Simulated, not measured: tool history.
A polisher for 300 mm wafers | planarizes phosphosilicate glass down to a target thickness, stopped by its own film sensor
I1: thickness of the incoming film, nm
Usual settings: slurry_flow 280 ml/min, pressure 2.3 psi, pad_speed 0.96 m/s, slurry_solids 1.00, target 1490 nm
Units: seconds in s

{"run": 1, "hour": 0.0, "slurry_flow": 280, "pressure": 2.3, "pad_speed": 0.96, "slurry_solids": 1.0, "target": 1317, "I1": 2256.8, "seconds": 182.3}
{"hour": 6.0, "done": "worn pad replaced by a new one"}
{"run": 2, "hour": 31.4, "slurry_flow": 340, "pressure": 2.3, "pad_speed": 0.96, "slurry_solids": 1.0, "target": 1490, "I1": 2281.7, "seconds": 161.7}
{"run": 3, "hour": 64.3, "slurry_flow": 280, "pressure": 2.3, "pad_speed": 0.96, "slurry_solids": 1.0, "target": 1490, "I1": 2286.4, "seconds": 165.7}
{"run": 4, "hour": 78.1, "slurry_flow": 280, "pressure": 2.3, "pad_speed": 0.96, "slurry_solids": 1.0, "target": 1490, "I1": 2259.1, "seconds": 167.1}
{"run": 5, "hour": 111.2, "slurry_flow": 280, "pressure": 2.3, "pad_speed": 0.96, "slurry_solids": 1.0, "target": 1490, "I1": 2241.7, "seconds": 163.4}
{"hour": 155.9, "done": "worn pad replaced by a new one"}
{"run": 6, "hour": 170.8, "slurry_flow": 280, "pressure": 2.3, "pad_speed": 0.96, "slurry_solids": 1.0, "target": 1490, "I1": 2262.5, "seconds": 174.5}
{"run": 7, "hour": 187.3, "slurry_flow": 280, "pressure": 2.3, "pad_speed": 0.96, "slurry_solids": 1.0, "target": 1490, "I1": 2246.8, "seconds": 169.2}
{"run": 8, "hour": 218.4, "slurry_flow": 280, "pressure": 2.3, "pad_speed": 0.96, "slurry_solids": 1.0, "target": 1490, "I1": 2313.3, "seconds": 174.9}
{"hour": 245.5, "done": "slurry nozzle cleaned"}
{"hour": 246.9, "done": "head pressure recalibrated"}
{"hour": 272.5, "done": "slurry blender recalibrated"}
{"run": 9, "hour": 284.2, "slurry_flow": 280, "pressure": 2.3, "pad_speed": 0.76, "slurry_solids": 1.0, "target": 1490, "I1": 2277.2, "seconds": 220.8}
{"hour": 296.6, "done": "worn pad replaced by a new one"}
{"run": 10, "hour": 306.1, "slurry_flow": 280, "pressure": 2.3, "pad_speed": 0.96, "slurry_solids": 1.15, "target": 1490, "I1": 2294.5, "seconds": 185.7}
{"run": 11, "hour": 328.2, "slurry_flow": 205, "pressure": 2.9, "pad_speed": 1.06, "slurry_solids": 1.0, "target": 1742, "I1": 2294.6, "seconds": 119.7}
{"run": 12, "hour": 346.8, "slurry_flow": 280, "pressure": 2.3, "pad_speed": 0.96, "slurry_solids": 0.8, "target": 1748, "I1": 2329.6, "seconds": 208.7}
{"run": 13, "hour": 369.2, "slurry_flow": 280, "pressure": 2.3, "pad_speed": 0.96, "slurry_solids": 0.8, "target": 1490, "I1": 2300.0, "seconds": 300.6}
{"hour": 378.2, "done": "slurry blender recalibrated, repeated, since the last time left the tool worse"}
{"run": 14, "hour": 393.1, "slurry_flow": 280, "pressure": 1.9, "pad_speed": 0.96, "slurry_solids": 1.0, "target": 1565, "I1": 2270.0, "seconds": 166.7}
{"run": 15, "hour": 416.1, "slurry_flow": 330, "pressure": 2.3, "pad_speed": 0.96, "slurry_solids": 1.0, "target": 1583, "I1": 2284.3, "seconds": 143.5}
{"hour": 443.1, "done": "worn pad replaced by a new one"}
{"run": 16, "hour": 444.7, "slurry_flow": 280, "pressure": 2.3, "pad_speed": 0.96, "slurry_solids": 0.8, "target": 1490, "I1": 2301.0, "seconds": 219.7}
{"hour": 465.6, "done": "conditioning disc replaced and pad reconditioned"}
{"run": 17, "hour": 474.7, "slurry_flow": 280, "pressure": 2.3, "pad_speed": 0.96, "slurry_solids": 1.0, "target": 1490, "I1": 2304.3, "seconds": 178.5}
{"run": 18, "hour": 499.1, "slurry_flow": 240, "pressure": 2.3, "pad_speed": 0.78, "slurry_solids": 1.2, "target": 1490, "I1": 2270.7, "seconds": 164.0}
{"run": 19, "hour": 524.5, "slurry_flow": 280, "pressure": 2.3, "pad_speed": 0.96, "slurry_solids": 1.0, "target": 1490, "I1": 2255.7, "seconds": 168.0}
{"run": 20, "hour": 547.4, "slurry_flow": 280, "pressure": 2.6, "pad_speed": 0.96, "slurry_solids": 1.0, "target": 1490, "I1": 2277.1, "seconds": 161.2}
{"run": 21, "hour": 572.5, "slurry_flow": 280, "pressure": 2.3, "pad_speed": 0.96, "slurry_solids": 0.75, "target": 1490, "I1": 2289.4, "seconds": 245.6}
{"run": 22, "hour": 586.2, "slurry_flow": 190, "pressure": 2.3, "pad_speed": 0.96, "slurry_solids": 1.3, "target": 1490, "I1": 2288.8, "seconds": 150.7}
{"hour": 610.0, "done": "worn pad replaced by a new one"}
{"run": 23, "hour": 610.5, "slurry_flow": 355, "pressure": 2.1, "pad_speed": 0.96, "slurry_solids": 1.0, "target": 1401, "I1": 2281.4, "seconds": 210.1}
{"run": 24, "hour": 626.9, "slurry_flow": 280, "pressure": 2.3, "pad_speed": 0.76, "slurry_solids": 1.0, "target": 1490, "I1": 2293.4, "seconds": 196.0}
{"run": 25, "hour": 653.8, "slurry_flow": 280, "pressure": 2.3, "pad_speed": 0.96, "slurry_solids": 1.0, "target": 1490, "I1": 2261.9, "seconds": 168.4}

Forecast each of these 4 alternatives for the next run:
{"run": "A", "hour": 654.3, "slurry_flow": 280, "pressure": 2.3, "pad_speed": 0.96, "slurry_solids": 1.0, "target": 1490, "I1": 2250.0, "seconds": "?"}
{"run": "B", "hour": 654.3, "slurry_flow": 200, "pressure": 2.3, "pad_speed": 0.96, "slurry_solids": 1.0, "target": 1490, "I1": 2250.0, "seconds": "?"}
{"run": "C", "hour": 654.3, "slurry_flow": 310, "pressure": 2.3, "pad_speed": 0.96, "slurry_solids": 1.0, "target": 1490, "I1": 2250.0, "seconds": "?"}
{"run": "D", "hour": 654.3, "slurry_flow": 280, "pressure": 2.3, "pad_speed": 0.96, "slurry_solids": 1.0, "target": 1355, "I1": 2250.0, "seconds": "?"}

run=A seconds=171.7
run=B seconds=175.3
run=C seconds=170.7
run=D seconds=202.2
Without the tool's hidden state the same runs would have given:
run=A seconds=146.6
run=B seconds=149.7
run=C seconds=145.8
run=D seconds=172.7
